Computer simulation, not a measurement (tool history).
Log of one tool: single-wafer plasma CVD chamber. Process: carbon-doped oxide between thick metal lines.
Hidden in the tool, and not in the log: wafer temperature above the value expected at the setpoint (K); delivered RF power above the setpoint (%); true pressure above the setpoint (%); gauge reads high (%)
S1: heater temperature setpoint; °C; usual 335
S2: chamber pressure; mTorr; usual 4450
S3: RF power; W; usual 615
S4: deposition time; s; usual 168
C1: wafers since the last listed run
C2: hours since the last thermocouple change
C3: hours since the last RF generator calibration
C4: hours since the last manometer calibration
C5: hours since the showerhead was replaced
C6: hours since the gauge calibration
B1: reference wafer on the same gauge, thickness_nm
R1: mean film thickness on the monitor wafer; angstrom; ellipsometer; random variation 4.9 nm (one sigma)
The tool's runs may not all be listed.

run	hour	S1	S2	S3	S4	C1	C2	C3	C4	C5	C6	B1	R1
1	0.0	335	4450	615	180	0	2813.3	784.3	780.5	4408.4	398.3	996.445	9716.94
2	13.1	335	4450	615	180	164	2826.4	797.4	793.6	4421.5	411.4	998.122	9673.73
3	25.8	335	4450	615	180	158	2839.1	810.1	806.3	4434.2	424.1	997.975	9647.19
4	61.7	331	4450	615	168	449	2875.0	846.0	842.2	4470.1	460.0	996.662	9073.40
5	74.5	331	4450	615	168	160	2887.8	858.8	855.0	4482.9	472.8	997.124	9157.54
6	106.0	335	4450	570	168	394	2919.3	890.3	886.5	4514.4	504.3	996.533	8282.60
7	134.5	335	4450	615	168	356	2947.8	918.8	915.0	4542.9	532.8	997.087	8989.92
8	147.6	335	5070	615	168	164	2960.9	931.9	928.1	4556.0	545.9	996.942	9135.20
9	172.8	335	4450	615	168	315	2986.1	957.1	953.3	4581.2	571.1	997.278	8912.59
10	200.2	335	4450	615	168	343	3013.5	984.5	980.7	4608.6	598.5	997.515	9035.46
11	224.9	335	4450	615	188	309	3038.2	1009.2	1005.4	4633.3	623.2	997.287	10094.06
12	240.0	347	4450	615	168	189	3053.3	1024.3	1020.5	4648.4	638.3	997.394	8704.69
13	259.2	341	5250	615	168	240	3072.5	1043.5	1039.7	4667.6	657.5	996.949	8972.24
# hour 287.5: gauge calibrated
14	292.4	340	5460	615	168	415	3105.7	1076.7	1072.9	4700.8	4.9	996.864	9134.80
15	322.0	322	4450	615	135	370	3135.3	1106.3	1102.5	4730.4	34.5	997.215	7455.57
16	350.6	335	3620	575	168	358	3163.9	1134.9	1131.1	4759.0	63.1	998.237	8083.97
17	369.2	335	4450	615	168	232	3182.5	1153.5	1149.7	4777.6	81.7	996.739	8939.20
# hour 382.5: showerhead replaced
# hour 407.5: RF generator calibrated
18	409.0	341	4990	685	179	297	3222.3	1.5	1189.5	26.5	121.5	996.896	11466.03
# hour 417.3: thermocouple changed; heater temperature recalibrated
# hour 446.1: capacitance manometer re-zeroed and calibrated
19	446.6	335	4450	615	188	270	29.3	39.1	0.5	64.1	159.1	997.705	10795.44
20	462.3	350	3730	575	145	196	45.0	54.8	16.2	79.8	174.8	996.078	7372.28
21	558.8	335	4450	615	168	1208	141.5	151.3	112.7	176.3	271.3	995.865	9537.10
22	576.5	326	3960	675	168	221	159.2	169.0	130.4	194.0	289.0	995.666	10402.96
23	589.5	324	3360	615	146	162	172.2	182.0	143.4	207.0	302.0	996.681	8231.37
24	608.5	330	4450	615	168	237	191.2	201.0	162.4	226.0	321.0	996.807	9571.62
25	624.5	344	3740	705	159	200	207.2	217.0	178.4	242.0	337.0	997.310	9569.22
26	655.0	335	4450	525	168	381	237.7	247.5	208.9	272.5	367.5	996.802	7919.13

4 ways to go on from here, each from the tool as it stands after run 26. What would each give?
A	655.4	335	4450	615	168	5	238.1	247.9	209.3	272.9	367.9	?	?
B	655.4	348	4450	615	168	5	238.1	247.9	209.3	272.9	367.9	?	?
C	655.4	322	4450	615	168	5	238.1	247.9	209.3	272.9	367.9	?	?
D	655.4	342	4080	615	145	5	238.1	247.9	209.3	272.9	367.9	?	?

run	B1	R1
A	996.379	9298.47
B	996.379	9002.83
C	996.379	9642.72
D	996.379	7810.03
Without the tool's hidden state the same runs would have given:
run	R1
A	9674.03
B	9366.44
C	10032.17
D	8125.47
